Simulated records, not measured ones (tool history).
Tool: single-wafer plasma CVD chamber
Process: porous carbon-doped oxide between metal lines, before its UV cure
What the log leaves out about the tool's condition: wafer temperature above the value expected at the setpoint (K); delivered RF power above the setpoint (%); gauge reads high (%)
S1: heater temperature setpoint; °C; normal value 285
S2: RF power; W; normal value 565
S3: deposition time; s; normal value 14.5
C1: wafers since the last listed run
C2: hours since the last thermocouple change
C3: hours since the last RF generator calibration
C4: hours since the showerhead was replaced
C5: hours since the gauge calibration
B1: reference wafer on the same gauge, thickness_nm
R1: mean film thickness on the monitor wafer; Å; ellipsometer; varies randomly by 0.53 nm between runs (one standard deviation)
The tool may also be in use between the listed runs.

run,hour,S1,S2,S3,C1,C2,C3,C4,C5,B1,R1
1,0.0,285,565,14.5,0,777.8,613.6,6066.7,271.5,83.645,950.22
2,19.6,285,565,13.5,494,797.4,633.2,6086.3,291.1,83.677,883.52
3,41.5,285,565,13.5,552,819.3,655.1,6108.2,313.0,83.617,881.66
4,69.5,285,565,14.5,706,847.3,683.1,6136.2,341.0,83.721,938.01
5,102.9,285,565,14.5,842,880.7,716.5,6169.6,374.4,83.833,942.18
6,129.0,285,565,14.5,658,906.8,742.6,6195.7,400.5,83.508,936.77
7,154.5,281,565,14.5,643,932.3,768.1,6221.2,426.0,83.457,950.54
8,185.6,285,565,14.5,784,963.4,799.2,6252.3,457.1,83.652,937.61
9,204.9,285,565,14.5,486,982.7,818.5,6271.6,476.4,83.639,930.83
10,239.1,285,565,14.5,862,1016.9,852.7,6305.8,510.6,83.623,917.70
11,291.4,285,565,14.5,1319,1069.2,905.0,6358.1,562.9,83.727,930.45
12,326.9,285,565,14.5,895,1104.7,940.5,6393.6,598.4,83.722,928.38
13,346.7,295,565,14.5,499,1124.5,960.3,6413.4,618.2,83.618,866.44
# hour 378.8: gauge calibrated
14,382.7,295,565,14.5,908,1160.5,996.3,6449.4,3.9,83.645,863.40
# hour 410.1: showerhead replaced, of another model than before
15,479.7,295,565,14.5,2245,1257.5,1093.3,69.6,100.9,83.776,879.59
16,503.9,290,665,12.5,610,1281.7,1117.5,93.8,125.1,83.743,836.43
# hour 521.4: thermocouple changed; heater temperature recalibrated
17,521.9,285,565,14.5,252,0.5,1135.5,111.8,143.1,83.726,935.21
# hour 532.7: RF generator calibrated
18,542.9,285,565,16.0,327,21.5,10.2,132.8,164.1,83.519,1059.37
19,574.0,285,565,14.5,784,52.6,41.3,163.9,195.2,83.711,958.27
20,607.2,270,645,13.6,837,85.8,74.5,197.1,228.4,83.617,1033.96
21,630.8,285,565,15.9,595,109.4,98.1,220.7,252.0,83.701,1061.48
22,644.1,293,565,15.3,335,122.7,111.4,234.0,265.3,83.701,974.48
23,670.9,273,645,13.1,676,149.5,138.2,260.8,292.1,83.801,994.75
24,692.7,291,635,14.5,550,171.3,160.0,282.6,313.9,83.660,968.36
25,716.5,285,565,14.5,600,195.1,183.8,306.4,337.7,83.731,958.91
26,736.2,285,630,12.8,497,214.8,203.5,326.1,357.4,83.686,885.69
27,764.4,285,565,14.5,711,243.0,231.7,354.3,385.6,83.686,958.33
28,871.9,285,495,12.3,2712,350.5,339.2,461.8,493.1,83.702,783.33
29,886.0,285,565,17.2,355,364.6,353.3,475.9,507.2,83.661,1132.57
30,902.6,285,565,14.5,418,381.2,369.9,492.5,523.8,83.541,966.93

Alternative continuations, all from the tool just after run 30; predict every row:
A,903.0,285,620,14.5,10,381.6,370.3,492.9,524.2,?,?
B,903.0,274,565,17.2,10,381.6,370.3,492.9,524.2,?,?
C,903.0,271,565,13.5,10,381.6,370.3,492.9,524.2,?,?

run,B1,R1
A,83.634,996.50
B,83.634,1201.09
C,83.634,967.38
The same runs, with their run-to-run variation unchanged, on a tool lacking any hidden condition would have given:
run,R1
A,1003.29
B,1209.27
C,973.97

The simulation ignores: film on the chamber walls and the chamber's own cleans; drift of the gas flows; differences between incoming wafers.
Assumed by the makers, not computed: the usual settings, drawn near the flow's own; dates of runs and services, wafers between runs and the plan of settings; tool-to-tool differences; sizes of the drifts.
